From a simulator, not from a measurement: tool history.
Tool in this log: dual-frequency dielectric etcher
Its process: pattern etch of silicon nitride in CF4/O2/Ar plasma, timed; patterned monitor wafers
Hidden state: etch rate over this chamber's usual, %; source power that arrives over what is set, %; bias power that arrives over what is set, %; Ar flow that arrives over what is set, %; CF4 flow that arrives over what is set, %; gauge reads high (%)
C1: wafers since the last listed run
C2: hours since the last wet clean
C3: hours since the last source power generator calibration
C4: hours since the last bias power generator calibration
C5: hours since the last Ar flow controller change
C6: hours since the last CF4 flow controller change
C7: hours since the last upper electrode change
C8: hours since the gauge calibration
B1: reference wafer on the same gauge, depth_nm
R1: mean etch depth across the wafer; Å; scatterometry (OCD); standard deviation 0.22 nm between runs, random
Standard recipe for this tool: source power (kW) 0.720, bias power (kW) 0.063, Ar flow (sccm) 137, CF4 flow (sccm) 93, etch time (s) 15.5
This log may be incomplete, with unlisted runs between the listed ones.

Run 1, hour 0.0: usual settings but Ar flow (sccm) 117; C1 0; C2 0.5; C3 3735.3; C4 429.6; C5 1614.9; C6 2149.5; C7 2156.0; C8 113.3; B1 50.63. Result: R1 498.3 Å.
Run 2, hour 80.3: usual settings; C1 782; C2 80.8; C3 3815.6; C4 509.9; C5 1695.2; C6 2229.8; C7 2236.3; C8 193.6; B1 50.64. Result: R1 488.3 Å.
Run 3, hour 128.9: usual settings; C1 473; C2 129.4; C3 3864.2; C4 558.5; C5 1743.8; C6 2278.4; C7 2284.9; C8 242.2; B1 50.60. Result: R1 491.8 Å.
Run 4, hour 181.8: usual settings but source power (kW) 0.600, CF4 flow (sccm) 77; C1 515; C2 182.3; C3 3917.1; C4 611.4; C5 1796.7; C6 2331.3; C7 2337.8; C8 295.1; B1 50.58. Result: R1 396.9 Å.
At hour 249.4: upper electrode replaced.
Run 5, hour 249.9: usual settings but Ar flow (sccm) 155; C1 429; C2 250.4; C3 3985.2; C4 679.5; C5 1864.8; C6 2399.4; C7 0.5; C8 363.2; B1 50.49. Result: R1 476.9 Å.
At hour 273.1: CF4 flow controller replaced.
Run 6, hour 300.0: usual settings but CF4 flow (sccm) 99, etch time (s) 19.0; C1 429; C2 300.5; C3 4035.3; C4 729.6; C5 1914.9; C6 26.9; C7 50.6; C8 413.3; B1 50.59. Result: R1 597.8 Å.
Run 7, hour 340.1: usual settings but bias power (kW) 0.055, Ar flow (sccm) 117, CF4 flow (sccm) 73; C1 390; C2 340.6; C3 4075.4; C4 769.7; C5 1955.0; C6 67.0; C7 90.7; C8 453.4; B1 50.70. Result: R1 461.0 Å.
Run 8, hour 418.8: usual settings but source power (kW) 0.830, Ar flow (sccm) 148, CF4 flow (sccm) 111, etch time (s) 18.5; C1 767; C2 419.3; C3 4154.1; C4 848.4; C5 2033.7; C6 145.7; C7 169.4; C8 532.1; B1 50.65. Result: R1 684.6 Å.
Run 9, hour 512.8: usual settings but CF4 flow (sccm) 107; C1 916; C2 513.3; C3 4248.1; C4 942.4; C5 2127.7; C6 239.7; C7 263.4; C8 626.1; B1 50.63. Result: R1 495.7 Å.
At hour 547.1: wet clean of the chamber.
Run 10, hour 619.3: usual settings but CF4 flow (sccm) 102; C1 804; C2 72.2; C3 4354.6; C4 1048.9; C5 2234.2; C6 346.2; C7 369.9; C8 732.6; B1 50.51. Result: R1 491.9 Å.
Run 11, hour 665.0: usual settings; C1 445; C2 117.9; C3 4400.3; C4 1094.6; C5 2279.9; C6 391.9; C7 415.6; C8 778.3; B1 50.52. Result: R1 487.3 Å.
At hour 702.0: source power generator calibrated.
At hour 704.7: Ar flow controller replaced.
Run 12, hour 722.9: usual settings but source power (kW) 0.810, etch time (s) 19.5; C1 498; C2 175.8; C3 20.9; C4 1152.5; C5 18.2; C6 449.8; C7 473.5; C8 836.2; B1 50.59. Result: R1 687.5 Å.

For run 13, what comes out?
Run 13, hour 813.2: usual settings but bias power (kW) 0.055, Ar flow (sccm) 147; C1 880; C2 266.1; C3 111.2; C4 1242.8; C5 108.5; C6 540.1; C7 563.8; C8 926.5; B1 ?. Result: R1 ?.

{"run 13": {"B1": 50.57, "R1": 462.9}}
Without the tool's hidden state the same run would have given R1 462.9 Å.
